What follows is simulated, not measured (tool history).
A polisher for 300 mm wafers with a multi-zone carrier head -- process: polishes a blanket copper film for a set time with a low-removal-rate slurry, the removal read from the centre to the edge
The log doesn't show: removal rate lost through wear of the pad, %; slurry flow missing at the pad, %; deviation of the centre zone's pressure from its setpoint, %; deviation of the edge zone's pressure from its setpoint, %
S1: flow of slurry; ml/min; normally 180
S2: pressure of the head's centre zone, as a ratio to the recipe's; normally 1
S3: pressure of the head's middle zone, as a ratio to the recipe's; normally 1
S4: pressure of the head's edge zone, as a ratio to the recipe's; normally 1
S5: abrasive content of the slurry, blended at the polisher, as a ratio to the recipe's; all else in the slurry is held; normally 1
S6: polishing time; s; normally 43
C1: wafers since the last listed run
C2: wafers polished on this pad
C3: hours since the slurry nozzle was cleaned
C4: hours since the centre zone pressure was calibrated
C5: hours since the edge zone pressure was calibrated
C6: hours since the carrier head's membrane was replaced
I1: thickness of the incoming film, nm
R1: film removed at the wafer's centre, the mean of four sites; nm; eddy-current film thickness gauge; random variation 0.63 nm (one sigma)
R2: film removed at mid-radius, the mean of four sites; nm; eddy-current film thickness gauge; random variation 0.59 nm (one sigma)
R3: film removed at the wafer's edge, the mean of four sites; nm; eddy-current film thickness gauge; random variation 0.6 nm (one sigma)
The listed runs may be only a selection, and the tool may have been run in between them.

run,hour,S1,S2,S3,S4,S5,S6,C1,C2,C3,C4,C5,C6,I1,R1,R2,R3
1,0,180,1,1,1,1,43,0,155,433.7,68.4,281.6,1491.2,751.7,92,89.5,94.4
2,17.3,180,1,1,1,1,43,286,442,451,85.7,298.9,1508.5,758.7,91,90,91.9
3,51.1,180,1,1,1,1,43,560,1002,484.8,119.5,332.7,1542.3,757.7,91,89.1,92.9
# hour 77.7: worn pad replaced by a new one
4,78.2,180,1,1,1,1,43,382,8,511.9,146.6,359.8,1569.4,753.4,90.2,89.1,93
5,104.1,180,1,1,1,1,43,429,438,537.8,172.5,385.7,1595.3,760.7,89.4,88.9,92.4
6,123.3,180,1,1,1,1,43,318,756,557,191.7,404.9,1614.5,756.3,89.4,89.5,92.7
7,144.6,180,1,1,1,1,43,353,1109,578.3,213,426.2,1635.8,773.3,90.1,88.8,93
# hour 162.9: worn pad replaced by a new one
8,165.9,245,1,1.05,1,1,37,286,50,599.6,234.3,447.5,1657.1,763.9,81.5,82.8,82.4
9,188.2,180,1,1,1,1,43,369,419,621.9,256.6,469.8,1679.4,754.1,88.3,88.3,91.4
# hour 205: centre zone pressure recalibrated
10,223.8,180,1,1,1,1.2,43,556,976,657.5,18.8,505.4,1715,773.7,93.6,91.4,95.4
# hour 231.5: carrier head's membrane replaced by a new one
# hour 232: slurry nozzle cleaned
# hour 247.7: worn pad replaced by a new one
# hour 248.5: edge zone pressure recalibrated
11,256.4,240,1.03,1,1.07,0.85,43,368,130,24.4,51.4,7.9,24.9,768,97,90.9,97
12,271.8,180,1,1.09,1,1.15,43,255,386,39.8,66.8,23.3,40.3,749.6,96.7,100.6,97.8
13,303.7,225,1,1,1,1,43,528,914,71.7,98.7,55.2,72.2,750.1,95.1,94.7,96.6
# hour 335.9: worn pad replaced by a new one
14,393.8,180,1,1,1,1,55,1427,959,161.8,188.8,145.3,162.3,762.7,119.5,117.5,122.2

The tool's hidden state at each run:
removal rate lost through wear of the pad, %: 0, the same for each run
deviation of the centre zone's pressure from its setpoint, %: 0, the same for each run
deviation of the edge zone's pressure from its setpoint, %: 0, the same for each run
H1: slurry flow missing at the pad, %
run,H1
1,9.86
2,10.6
3,12.2
4,13.5
5,14.8
6,15.9
7,17.1
8,18.3
9,19.6
10,21.9
11,0.679
12,0.728
13,0.903
14,1.94

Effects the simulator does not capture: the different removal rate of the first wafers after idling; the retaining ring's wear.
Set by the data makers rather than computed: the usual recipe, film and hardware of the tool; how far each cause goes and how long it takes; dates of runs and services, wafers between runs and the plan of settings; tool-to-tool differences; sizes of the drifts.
